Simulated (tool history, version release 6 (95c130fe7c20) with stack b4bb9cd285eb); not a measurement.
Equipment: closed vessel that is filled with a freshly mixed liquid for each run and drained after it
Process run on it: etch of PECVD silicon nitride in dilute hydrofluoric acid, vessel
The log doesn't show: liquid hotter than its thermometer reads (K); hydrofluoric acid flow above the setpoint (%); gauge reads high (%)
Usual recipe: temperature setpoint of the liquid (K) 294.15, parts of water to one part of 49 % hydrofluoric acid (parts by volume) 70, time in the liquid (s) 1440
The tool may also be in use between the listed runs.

run	hour	temperature setpoint of the liquid (K)	parts of water to one part of 49 % hydrofluoric acid (parts by volume)	time in the liquid (s)	wafers since the last listed run	hours since the thermometer was replaced	hours since the hydrofluoric acid flow meter was replaced	hours since the gauge calibration	read-back film thickness of the PECVD silicon nitride reference wafer, read on the same gauge (nm)	thickness taken off the PECVD silicon nitride on a monitor wafer (Å)
1	0	291.65	70	1440	0	752.4	1213.6	525.5	39.99	299.7
2	287.7	291.65	70	1440	15981	1040.1	1501.3	813.2	40	296.7
3	368.3	291.65	70	1440	4477	1120.7	1581.9	893.8	40	298.1
4	453.2	294.15	70	1440	4716	1205.6	1666.8	978.7	40.02	356.2
5	493.6	294.15	70	1440	2244	1246	1707.2	1019.1	39.97	356.8
# hour 529.9: hydrofluoric acid flow meter replaced
6	581.1	294.15	70	1440	4805	1333.5	51.2	1106.6	40.01	358.4
7	656.6	294.15	70	1440	4193	1409	126.7	1182.1	40.01	357.3
# hour 668.9: thermometer replaced
8	693.9	294.15	70	1440	2016	25	164	1219.4	40.04	356.3
9	741.6	294.15	70	850	2649	72.7	211.7	1267.1	40.02	209.5
10	805.1	294.15	70	850	3527	136.2	275.2	1330.6	40.02	209.7
11	905.6	294.15	60	1440	5582	236.7	375.7	1431.1	40.04	415.8
12	942.8	294.15	70	1440	2066	273.9	412.9	1468.3	40	358.5
# hour 943.8: gauge calibrated
13	994.2	294.15	45	1440	2855	325.3	464.3	50.4	40.01	548.6
14	1081	294.15	60	1440	4821	412.1	551.1	137.2	40.01	413.7
15	1131	298.15	45	845	2777	462.1	601.1	187.2	39.96	424.5
16	1258.9	297.65	100	935	7104	590	729	315.1	40.03	204.9
17	1335.3	294.15	70	1440	4243	666.4	805.4	391.5	40.01	359.2
18	1420.6	294.15	70	1440	4738	751.7	890.7	476.8	40.01	357.2
19	1488.1	298.65	70	1735	3749	819.2	958.2	544.3	39.99	579.3
20	1541.5	295.65	85	1440	2966	872.6	1011.6	597.7	39.99	324.8
21	1607.6	294.15	70	635	3671	938.7	1077.7	663.8	39.97	158.1

3 ways to go on from here, each from the tool as it stands after run 21. What would each give?
A	1608.7	294.15	70	1440	61	939.8	1078.8	664.9	?	?
B	1608.7	297.65	80	1440	61	939.8	1078.8	664.9	?	?
C	1608.7	292.15	90	1440	61	939.8	1078.8	664.9	?	?

run	read-back film thickness of the PECVD silicon nitride reference wafer, read on the same gauge (nm)	thickness taken off the PECVD silicon nitride on a monitor wafer (Å)
A	39.96	356.3
B	39.96	395.5
C	39.96	243
What these runs would have given with no unlogged condition in the tool:
run	thickness taken off the PECVD silicon nitride on a monitor wafer (Å)
A	356.3
B	395.5
C	243
